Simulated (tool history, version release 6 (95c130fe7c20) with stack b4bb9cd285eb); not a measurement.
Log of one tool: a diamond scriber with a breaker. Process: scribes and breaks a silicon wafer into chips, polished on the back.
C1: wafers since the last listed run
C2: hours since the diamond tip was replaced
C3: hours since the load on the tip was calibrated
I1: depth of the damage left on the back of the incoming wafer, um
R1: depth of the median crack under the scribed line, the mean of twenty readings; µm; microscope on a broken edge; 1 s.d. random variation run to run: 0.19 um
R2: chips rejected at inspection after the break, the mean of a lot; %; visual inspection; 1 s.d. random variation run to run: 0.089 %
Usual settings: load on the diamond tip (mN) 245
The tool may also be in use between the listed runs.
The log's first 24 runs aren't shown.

{"run": 25, "hour": 721.0, "load on the diamond tip (mN)": 245, "C1": 33, "C2": 44.3, "C3": 115.1, "I1": 0.04, "R1": 15.37, "R2": 1.89}
{"run": 26, "hour": 748.8, "load on the diamond tip (mN)": 245, "C1": 43, "C2": 72.1, "C3": 142.9, "I1": 0.01, "R1": 15.31, "R2": 1.88}
{"run": 27, "hour": 777.5, "load on the diamond tip (mN)": 203, "C1": 44, "C2": 100.8, "C3": 171.6, "I1": 0.02, "R1": 14.15, "R2": 1.98}
{"run": 28, "hour": 809.3, "load on the diamond tip (mN)": 218, "C1": 49, "C2": 132.6, "C3": 203.4, "I1": 0.02, "R1": 14.55, "R2": 1.8}
{"run": 29, "hour": 825.1, "load on the diamond tip (mN)": 311, "C1": 24, "C2": 148.4, "C3": 219.2, "I1": 0.05, "R1": 16.95, "R2": 5.25}
{"run": 30, "hour": 843.8, "load on the diamond tip (mN)": 245, "C1": 29, "C2": 167.1, "C3": 237.9, "I1": 0.04, "R1": 15.11, "R2": 2.03}
{"run": 31, "hour": 856.1, "load on the diamond tip (mN)": 177, "C1": 19, "C2": 179.4, "C3": 250.2, "I1": 0.02, "R1": 13.34, "R2": 2.99}
{"run": 32, "hour": 877.4, "load on the diamond tip (mN)": 306, "C1": 33, "C2": 200.7, "C3": 271.5, "I1": 0.02, "R1": 16.75, "R2": 5.06}

4 options for the next run, each taken on its own from the tool as it stands now. Forecast them:
{"run": "A", "hour": 878.1, "load on the diamond tip (mN)": 245, "C1": 1, "C2": 201.4, "C3": 272.2, "I1": 0.04, "R1": "?", "R2": "?"}
{"run": "B", "hour": 878.1, "load on the diamond tip (mN)": 214, "C1": 1, "C2": 201.4, "C3": 272.2, "I1": 0.04, "R1": "?", "R2": "?"}
{"run": "C", "hour": 878.1, "load on the diamond tip (mN)": 292, "C1": 1, "C2": 201.4, "C3": 272.2, "I1": 0.04, "R1": "?", "R2": "?"}
{"run": "D", "hour": 878.1, "load on the diamond tip (mN)": 315, "C1": 1, "C2": 201.4, "C3": 272.2, "I1": 0.04, "R1": "?", "R2": "?"}

run=A R1=15.32 R2=2.25
run=B R1=14.42 R2=1.9
run=C R1=16.63 R2=4.46
run=D R1=17.26 R2=6.08
Stripped of hidden state, with their random variation kept, the same runs would have yielded:
run=A R1=14.59 R2=1.88
run=B R1=13.73 R2=2.43
run=C R1=15.84 R2=2.9
run=D R1=16.43 R2=4
